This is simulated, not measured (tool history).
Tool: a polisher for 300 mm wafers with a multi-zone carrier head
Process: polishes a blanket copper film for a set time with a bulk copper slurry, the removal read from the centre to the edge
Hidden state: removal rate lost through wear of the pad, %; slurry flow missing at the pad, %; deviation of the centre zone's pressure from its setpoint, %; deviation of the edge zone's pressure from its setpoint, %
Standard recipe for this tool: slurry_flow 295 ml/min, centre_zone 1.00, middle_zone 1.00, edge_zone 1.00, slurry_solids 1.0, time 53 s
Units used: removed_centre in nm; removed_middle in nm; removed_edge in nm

run	hour	slurry_flow	centre_zone	middle_zone	edge_zone	slurry_solids	time	wafers since the last listed run	wafers polished on this pad	hours since the slurry nozzle was cleaned	hours since the centre zone pressure was calibrated	hours since the edge zone pressure was calibrated	hours since the carrier head's membrane was replaced	incoming thickness of the incoming film, nm	removed_centre	removed_middle	removed_edge
1	0.0	295	1.00	1.00	1.00	1.0	61	0	830	397.7	393.5	476.9	58.6	3799.5	718.9	735.2	737.6
# hour 14.9: edge zone pressure recalibrated
2	20.5	255	1.08	1.00	1.09	1.0	46	118	949	418.2	414.0	5.6	79.1	3800.0	572.4	536.2	569.8
3	40.6	295	1.00	1.00	1.00	1.0	53	129	1078	438.3	434.1	25.7	99.2	3843.4	620.4	635.5	649.2
4	62.4	295	1.00	0.89	1.00	1.0	53	140	1218	460.1	455.9	47.5	121.0	3805.7	628.1	588.4	650.6
5	76.9	295	1.00	1.00	1.09	1.0	53	93	1312	474.6	470.4	62.0	135.5	3750.9	626.2	631.7	668.4
# hour 84.1: worn pad replaced by a new one
6	99.9	295	1.00	1.00	1.00	0.8	53	122	101	497.6	493.4	85.0	158.5	3848.0	616.2	626.2	622.6
7	132.1	295	0.92	0.89	1.05	1.0	69	206	308	529.8	525.6	117.2	190.7	3827.6	766.1	775.9	862.8
# hour 149.7: centre zone pressure recalibrated
8	154.2	200	1.00	0.89	0.95	1.0	53	129	437	551.9	4.5	139.3	212.8	3724.7	601.7	557.9	610.6
9	190.1	295	1.00	1.00	1.03	1.0	53	230	668	587.8	40.4	175.2	248.7	3773.1	625.9	635.8	648.5
10	202.7	325	1.09	1.04	1.00	1.0	42	80	749	600.4	53.0	187.8	261.3	3718.2	555.0	532.5	502.0
11	230.2	295	1.10	1.00	1.00	1.1	41	176	926	627.9	80.5	215.3	288.8	3837.5	552.5	502.4	509.3
12	247.8	295	1.09	1.00	1.00	1.0	53	113	1039	645.5	98.1	232.9	306.4	3753.4	682.4	635.5	638.6
# hour 264.2: slurry nozzle cleaned
13	266.2	235	1.04	1.00	1.00	1.0	44	111	1151	2.0	116.5	251.3	324.8	3803.7	522.3	520.3	506.6
# hour 279.1: worn pad replaced by a new one
14	315.5	295	0.92	0.89	1.05	1.0	69	291	233	51.3	165.8	300.6	374.1	3826.3	769.5	775.8	884.5
15	344.5	295	1.00	1.00	1.00	1.0	53	186	419	80.3	194.8	329.6	403.1	3791.5	644.7	663.7	650.9
16	357.2	295	1.00	1.00	1.00	1.0	53	81	501	93.0	207.5	342.3	415.8	3753.5	639.3	649.1	643.1
17	386.9	295	1.00	1.04	0.95	1.0	41	190	692	122.7	237.2	372.0	445.5	3800.5	488.8	519.2	487.0
18	417.0	195	1.00	1.00	1.00	0.8	53	193	885	152.8	267.3	402.1	475.6	3773.9	556.6	574.2	573.8
19	436.9	295	1.00	1.00	1.00	1.0	53	127	1013	172.7	287.2	422.0	495.5	3787.4	624.2	653.2	638.5
20	449.0	295	1.00	1.00	1.00	1.0	53	77	1091	184.8	299.3	434.1	507.6	3746.2	621.3	639.9	641.6
# hour 474.8: edge zone pressure recalibrated
21	479.4	345	1.00	1.00	1.00	1.0	53	182	1274	215.2	329.7	4.6	538.0	3714.1	639.7	662.3	654.8
# hour 492.8: worn pad replaced by a new one
22	493.9	220	1.00	1.00	1.00	1.0	38	67	6	229.7	344.2	19.1	552.5	3729.5	455.3	468.8	460.4

Here are 3 independent what-if runs from the current tool condition. What would each one return?
A	494.3	295	1.00	1.00	1.00	1.0	48	2	9	230.1	344.6	19.5	552.9	3718.2	?	?	?
B	494.3	265	1.00	1.00	1.00	1.0	53	2	9	230.1	344.6	19.5	552.9	3718.2	?	?	?
C	494.3	370	1.00	0.95	1.00	1.0	53	2	9	230.1	344.6	19.5	552.9	3718.2	?	?	?

run	removed_centre	removed_middle	removed_edge
A	597.9	615.5	613.4
B	651.2	671.2	670.9
C	676.0	665.2	689.1
What these runs would have given with no unlogged condition in the tool:
run	removed_centre	removed_middle	removed_edge
A	600.4	618.0	615.9
B	653.8	674.0	673.7
C	678.7	667.9	691.9
